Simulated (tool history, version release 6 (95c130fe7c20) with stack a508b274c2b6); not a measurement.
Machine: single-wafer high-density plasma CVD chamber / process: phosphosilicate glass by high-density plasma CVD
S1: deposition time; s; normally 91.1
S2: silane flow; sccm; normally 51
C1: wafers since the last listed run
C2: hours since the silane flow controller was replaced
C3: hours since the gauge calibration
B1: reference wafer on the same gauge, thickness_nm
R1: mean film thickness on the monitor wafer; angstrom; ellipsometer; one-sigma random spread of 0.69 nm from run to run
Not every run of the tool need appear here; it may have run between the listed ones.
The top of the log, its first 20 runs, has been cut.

run,hour,S1,S2,C1,C2,C3,B1,R1
# hour 243.7: gauge calibrated
21,244.8,102.9,42,360,2699.5,1.1,533.968,4663.56
22,261.1,102.8,60,346,2715.8,17.4,534.058,6106.23
23,271.3,104.7,41,216,2726,27.6,533.965,4659.11
24,286.1,84.7,48,314,2740.8,42.4,534.193,4229.34
25,300,91.1,51,295,2754.7,56.3,533.879,4767.05
26,314.9,98.4,59,316,2769.6,71.2,534.041,5757.79
# hour 337: silane flow controller replaced
27,337.5,91.1,55,310,0.5,93.8,533.995,4845.38
28,345.1,77.5,61,161,8.1,101.4,533.807,4457.95
29,352.1,80.9,60,148,15.1,108.4,534.054,4604.03
30,362.2,91.1,54,214,25.2,118.5,534.068,4781.09
31,375.5,100.1,51,282,38.5,131.8,534.161,5039.1
32,385,101.6,51,201,48,141.3,534.16,5106.9
33,399.4,74.1,60,305,62.4,155.7,533.938,4216.5
34,410.7,83.8,59,239,73.7,167,533.851,4716.1
35,421.3,102.6,48,225,84.3,177.6,534.029,4925.08
36,448.9,77.4,56,586,111.9,205.2,533.931,4173.77
37,455.7,91.1,51,144,118.7,212,533.926,4582.2

Alternative continuations, all from the tool just after run 37; predict every row:
A,456.1,91.1,61,8,119.1,212.4,?,?
B,456.1,74.5,51,8,119.1,212.4,?,?
C,456.1,100.1,61,8,119.1,212.4,?,?

run,B1,R1
A,533.846,5250.69
B,533.846,3744.86
C,533.846,5769.41
What these runs would have given with no unlogged condition in the tool:
run,R1
A,5250.82
B,3744.96
C,5769.57
